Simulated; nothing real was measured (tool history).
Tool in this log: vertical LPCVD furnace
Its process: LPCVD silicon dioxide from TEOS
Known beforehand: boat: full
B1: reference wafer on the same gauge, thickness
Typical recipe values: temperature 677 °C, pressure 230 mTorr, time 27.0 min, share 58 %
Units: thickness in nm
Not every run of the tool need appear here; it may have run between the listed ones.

Run 1, hour 0.0: usual settings but pressure 250 mTorr; B1 97.51. Result: thickness 93.25 nm.
Run 2, hour 29.6: usual settings but pressure 250 mTorr; B1 97.66. Result: thickness 93.50 nm.
Run 3, hour 63.6: usual settings but temperature 681 °C; B1 97.85. Result: thickness 98.69 nm.
Run 4, hour 92.6: usual settings but temperature 681 °C; B1 97.84. Result: thickness 99.03 nm.
Run 5, hour 118.4: usual settings but temperature 681 °C; B1 98.04. Result: thickness 99.80 nm.
Run 6, hour 130.7: usual settings but time 21.5 min; B1 98.14. Result: thickness 72.11 nm.
Run 7, hour 147.2: usual settings; B1 98.18. Result: thickness 89.66 nm.
Run 8, hour 178.9: usual settings; B1 98.26. Result: thickness 89.51 nm.
Run 9, hour 196.3: usual settings; B1 98.37. Result: thickness 89.67 nm.
Run 10, hour 227.6: usual settings; B1 98.33. Result: thickness 91.17 nm.
Run 11, hour 252.0: usual settings but temperature 682 °C; B1 98.44. Result: thickness 102.38 nm.
Run 12, hour 270.5: usual settings but temperature 682 °C; B1 98.47. Result: thickness 102.82 nm.
At hour 312.8: TEOS flow controller replaced.
Run 13, hour 313.3: usual settings but temperature 686 °C; B1 98.51. Result: thickness 112.30 nm.
At hour 344.7: thermocouples replaced and temperature profile calibrated.
Run 14, hour 345.2: usual settings but temperature 686 °C; B1 98.36. Result: thickness 111.80 nm.
Run 15, hour 349.8: usual settings but temperature 686 °C; B1 98.42. Result: thickness 112.42 nm.
Run 16, hour 368.6: usual settings but temperature 667 °C; B1 98.64. Result: thickness 70.23 nm.
Run 17, hour 401.2: usual settings but temperature 671 °C, pressure 255 mTorr, share 53 %; B1 98.82. Result: thickness 78.68 nm.
Run 18, hour 425.3: usual settings but temperature 688 °C, pressure 265 mTorr, time 31.5 min, share 49 %; B1 98.76. Result: thickness 136.65 nm.
At hour 461.2: pressure gauge zeroed.
Run 19, hour 461.7: usual settings but pressure 270 mTorr, time 34.0 min; B1 98.76. Result: thickness 124.06 nm.
Run 20, hour 474.4: usual settings but temperature 665 °C, pressure 275 mTorr, time 24.0 min, share 52 %; B1 98.61. Result: thickness 62.22 nm.
Run 21, hour 492.8: usual settings but temperature 669 °C, pressure 270 mTorr, time 31.5 min, share 48 %; B1 98.73. Result: thickness 86.14 nm.
At hour 520.8: gauge calibrated.
Run 22, hour 527.6: usual settings but temperature 682 °C; B1 96.26. Result: thickness 99.50 nm.
Run 23, hour 560.5: usual settings but share 54 %; B1 96.77. Result: thickness 85.84 nm.
Run 24, hour 573.0: usual settings but temperature 682 °C, pressure 250 mTorr, time 30.5 min, share 48 %; B1 96.83. Result: thickness 107.92 nm.
Run 25, hour 605.9: usual settings but temperature 674 °C, pressure 260 mTorr, time 24.0 min; B1 97.09. Result: thickness 77.63 nm.
Run 26, hour 633.7: usual settings but time 33.5 min; B1 97.33. Result: thickness 111.42 nm.
Run 27, hour 658.2: usual settings but temperature 666 °C, pressure 260 mTorr, time 35.0 min; B1 97.37. Result: thickness 94.93 nm.
Run 28, hour 693.8: usual settings; B1 97.63. Result: thickness 89.96 nm.
Run 29, hour 723.4: usual settings but temperature 686 °C, share 62 %; B1 97.70. Result: thickness 115.48 nm.
Run 30, hour 754.3: usual settings but temperature 682 °C; B1 98.03. Result: thickness 102.32 nm.
Run 31, hour 773.8: usual settings but pressure 185 mTorr, time 17.0 min, share 51 %; B1 98.07. Result: thickness 47.80 nm.

List, for all runs, the conditions of the tool that the log does not record:
true tube temperature minus thermocouple reading, K: 0 in every run
true pressure minus gauge reading, mTorr: 0 in every run
deviation of the TEOS flow from its setpoint, %: 0 in every run
H1: gauge reads high (%)
run     H1
  1   1.61
  2   1.79
  3   1.98
  4   2.11
  5   2.22
  6   2.26
  7   2.32
  8   2.42
  9   2.47
 10   2.55
 11    2.6
 12   2.64
 13   2.72
 14   2.77
 15   2.77
 16    2.8
 17   2.83
 18   2.86
 19   2.89
 20    2.9
 21   2.92
 22  0.363
 23  0.738
 24  0.866
 25   1.17
 26    1.4
 27   1.57
 28   1.79
 29   1.95
 30    2.1
 31   2.18
